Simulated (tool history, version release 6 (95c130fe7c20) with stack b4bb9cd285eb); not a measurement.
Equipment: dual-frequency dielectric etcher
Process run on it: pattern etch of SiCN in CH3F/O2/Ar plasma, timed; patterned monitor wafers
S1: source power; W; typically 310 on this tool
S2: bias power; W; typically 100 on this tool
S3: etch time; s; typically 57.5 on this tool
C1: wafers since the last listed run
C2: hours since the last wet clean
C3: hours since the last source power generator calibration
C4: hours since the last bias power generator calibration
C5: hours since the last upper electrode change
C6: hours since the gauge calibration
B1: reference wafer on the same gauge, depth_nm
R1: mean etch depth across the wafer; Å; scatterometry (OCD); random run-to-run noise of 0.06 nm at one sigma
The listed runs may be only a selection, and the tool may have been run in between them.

| run | hour | S1 | S2 | S3 | C1 | C2 | C3 | C4 | C5 | C6 | B1 | R1 |
|---|---|---|---|---|---|---|---|---|---|---|---|---|
| 1 | 0 | 310 | 100 | 57.5 | 0 | 255.7 | 4474 | 3261.4 | 3523.8 | 203.8 | 27 | 229.8 |
| 2 | 6.2 | 310 | 100 | 57.5 | 56 | 261.9 | 4480.2 | 3267.6 | 3530 | 210 | 26.99 | 229.8 |
| 3 | 12.5 | 310 | 100 | 57.5 | 57 | 268.2 | 4486.5 | 3273.9 | 3536.3 | 216.3 | 27 | 229.7 |
| 4 | 20.7 | 310 | 87 | 49.5 | 74 | 276.4 | 4494.7 | 3282.1 | 3544.5 | 224.5 | 27 | 192 |
| 5 | 32.2 | 310 | 87 | 49.5 | 105 | 287.9 | 4506.2 | 3293.6 | 3556 | 236 | 27.01 | 190.9 |
| 6 | 47.9 | 360 | 100 | 52 | 143 | 303.6 | 4521.9 | 3309.3 | 3571.7 | 251.7 | 27.01 | 219.5 |
| 7 | 55.4 | 360 | 100 | 52 | 68 | 311.1 | 4529.4 | 3316.8 | 3579.2 | 259.2 | 26.99 | 220.1 |
| 8 | 70.4 | 310 | 110 | 57.5 | 137 | 326.1 | 4544.4 | 3331.8 | 3594.2 | 274.2 | 26.98 | 235.7 |
| 9 | 82.3 | 310 | 110 | 57.5 | 108 | 338 | 4556.3 | 3343.7 | 3606.1 | 286.1 | 26.97 | 237.1 |
| 10 | 98.2 | 310 | 100 | 45.5 | 145 | 353.9 | 4572.2 | 3359.6 | 3622 | 302 | 27 | 182.4 |
| 11 | 151.4 | 310 | 100 | 45.5 | 486 | 407.1 | 4625.4 | 3412.8 | 3675.2 | 355.2 | 27.01 | 182.3 |
| 12 | 158.7 | 310 | 100 | 45.5 | 66 | 414.4 | 4632.7 | 3420.1 | 3682.5 | 362.5 | 26.99 | 182.9 |
| 13 | 168.3 | 310 | 100 | 57.5 | 87 | 424 | 4642.3 | 3429.7 | 3692.1 | 372.1 | 27 | 230 |
| 14 | 184 | 310 | 100 | 57.5 | 143 | 439.7 | 4658 | 3445.4 | 3707.8 | 387.8 | 27.03 | 230.2 |
| 15 | 193.8 | 310 | 100 | 57.5 | 89 | 449.5 | 4667.8 | 3455.2 | 3717.6 | 397.6 | 27.01 | 230.7 |
|  | 200.2 | gauge calibrated |
|  | 218.7 | upper electrode replaced |
| 16 | 219.2 | 310 | 100 | 57.5 | 12 | 474.9 | 4693.2 | 3480.6 | 0.5 | 19 | 26.99 | 231.3 |
| 17 | 219.5 | 310 | 100 | 45.5 | 2 | 475.2 | 4693.5 | 3480.9 | 0.8 | 19.3 | 27.01 | 182.1 |
| 18 | 226.2 | 270 | 122 | 65.5 | 61 | 481.9 | 4700.2 | 3487.6 | 7.5 | 26 | 27 | 264.1 |
| 19 | 243.3 | 330 | 120 | 57.5 | 156 | 499 | 4717.3 | 3504.7 | 24.6 | 43.1 | 27 | 248.6 |
|  | 251.8 | bias power generator calibrated |
| 20 | 253.7 | 380 | 89 | 65.5 | 58 | 509.4 | 4727.7 | 1.9 | 35 | 53.5 | 26.98 | 273.8 |
|  | 279.5 | wet clean of the chamber |
| 21 | 280 | 310 | 93 | 57.5 | 21 | 0.5 | 4754 | 28.2 | 61.3 | 79.8 | 26.97 | 225.8 |
| 22 | 280.3 | 310 | 115 | 47.5 | 2 | 0.8 | 4754.3 | 28.5 | 61.6 | 80.1 | 27 | 198.2 |
| 23 | 290.3 | 350 | 115 | 49 | 91 | 10.8 | 4764.3 | 38.5 | 71.6 | 90.1 | 27.02 | 212.5 |
|  | 300.5 | source power generator calibrated |
| 24 | 303.6 | 310 | 100 | 57.5 | 85 | 24.1 | 3.1 | 51.8 | 84.9 | 103.4 | 26.98 | 229.8 |
| 25 | 313.7 | 270 | 100 | 57.5 | 92 | 34.2 | 13.2 | 61.9 | 95 | 113.5 | 27.01 | 219.3 |
| 26 | 366.1 | 280 | 100 | 57.5 | 478 | 86.6 | 65.6 | 114.3 | 147.4 | 165.9 | 27.01 | 221.6 |
| 27 | 379.8 | 250 | 124 | 57.5 | 125 | 100.3 | 79.3 | 128 | 161.1 | 179.6 | 27.01 | 227.3 |

Here are 3 independent what-if runs from the current tool condition. What would each one return?
| A | 380.2 | 310 | 100 | 57.5 | 3 | 100.7 | 79.7 | 128.4 | 161.5 | 180 | ? | ? |
| B | 380.2 | 330 | 85 | 52 | 3 | 100.7 | 79.7 | 128.4 | 161.5 | 180 | ? | ? |
| C | 380.2 | 390 | 123 | 57.5 | 3 | 100.7 | 79.7 | 128.4 | 161.5 | 180 | ? | ? |

| run | B1 | R1 |
|---|---|---|
| A | 27 | 230.7 |
| B | 27 | 204.4 |
| C | 27 | 265.4 |
The same runs, with their run-to-run variation unchanged, on a tool lacking any hidden condition would have given:
| run | R1 |
|---|---|
| A | 230.7 |
| B | 204.4 |
| C | 265.4 |
